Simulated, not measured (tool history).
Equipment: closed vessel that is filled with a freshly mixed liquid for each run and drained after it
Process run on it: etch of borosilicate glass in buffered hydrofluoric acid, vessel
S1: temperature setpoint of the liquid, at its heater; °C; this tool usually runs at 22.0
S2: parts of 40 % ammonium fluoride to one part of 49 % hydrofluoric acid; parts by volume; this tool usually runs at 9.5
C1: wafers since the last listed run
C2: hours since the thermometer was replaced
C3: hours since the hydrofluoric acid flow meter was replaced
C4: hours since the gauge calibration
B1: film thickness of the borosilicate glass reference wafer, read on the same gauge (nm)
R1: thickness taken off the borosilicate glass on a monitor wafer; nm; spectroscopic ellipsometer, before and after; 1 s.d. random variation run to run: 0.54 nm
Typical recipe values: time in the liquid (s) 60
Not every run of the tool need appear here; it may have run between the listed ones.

Run 1, hour 0.0: usual settings but S2 8.0 parts by volume; C1 0; C2 1110.7; C3 817.4; C4 624.9; B1 120.00. Result: R1 98.49 nm.
Run 2, hour 6.9: usual settings but S2 8.0 parts by volume; C1 472; C2 1117.6; C3 824.3; C4 631.8; B1 119.99. Result: R1 96.94 nm.
At hour 11.2: gauge calibrated.
Run 3, hour 23.9: usual settings; C1 1164; C2 1134.6; C3 841.3; C4 12.7; B1 119.97. Result: R1 83.89 nm.
Run 4, hour 30.2: usual settings; C1 431; C2 1140.9; C3 847.6; C4 19.0; B1 120.01. Result: R1 84.11 nm.
Run 5, hour 37.7: usual settings; C1 513; C2 1148.4; C3 855.1; C4 26.5; B1 120.02. Result: R1 81.91 nm.
Run 6, hour 48.3: usual settings; C1 725; C2 1159.0; C3 865.7; C4 37.1; B1 119.99. Result: R1 83.56 nm.
Run 7, hour 54.8: usual settings; C1 445; C2 1165.5; C3 872.2; C4 43.6; B1 119.99. Result: R1 84.03 nm.
Run 8, hour 67.2: usual settings; C1 849; C2 1177.9; C3 884.6; C4 56.0; B1 120.00. Result: R1 84.56 nm.
Run 9, hour 75.8: usual settings; C1 589; C2 1186.5; C3 893.2; C4 64.6; B1 120.00. Result: R1 84.22 nm.
At hour 78.4: hydrofluoric acid flow meter replaced.
Run 10, hour 90.9: usual settings; C1 965; C2 1201.6; C3 12.5; C4 79.7; B1 120.02. Result: R1 84.43 nm.
Run 11, hour 97.7: usual settings; C1 465; C2 1208.4; C3 19.3; C4 86.5; B1 120.02. Result: R1 83.26 nm.
Run 12, hour 117.1: usual settings but S1 20.5 °C, S2 12.5 parts by volume, time in the liquid (s) 30; C1 1328; C2 1227.8; C3 38.7; C4 105.9; B1 120.00. Result: R1 30.03 nm.
Run 13, hour 124.6: usual settings; C1 513; C2 1235.3; C3 46.2; C4 113.4; B1 120.02. Result: R1 84.90 nm.
At hour 129.5: thermometer replaced.
Run 14, hour 140.9: usual settings but S1 19.5 °C, S2 7.0 parts by volume; C1 1047; C2 11.4; C3 62.5; C4 129.7; B1 120.04. Result: R1 88.95 nm.
Run 15, hour 157.3: usual settings but S2 12.5 parts by volume, time in the liquid (s) 70; C1 1123; C2 27.8; C3 78.9; C4 146.1; B1 120.00. Result: R1 67.72 nm.
Run 16, hour 166.5: usual settings but S1 18.0 °C; C1 630; C2 37.0; C3 88.1; C4 155.3; B1 119.99. Result: R1 61.18 nm.
Run 17, hour 178.2: usual settings but S1 26.5 °C; C1 801; C2 48.7; C3 99.8; C4 167.0; B1 119.96. Result: R1 95.79 nm.

Estimate the outcome of run 18 from the log above:
Run 18, hour 186.5: usual settings; C1 568; C2 57.0; C3 108.1; C4 175.3; B1 ?. Result: R1 ?.

{"run 18": {"B1": 120.0, "R1": 76.29}}
Were there no unlogged condition in the tool, this run, its random variation unchanged, would have produced R1 73.86 nm.
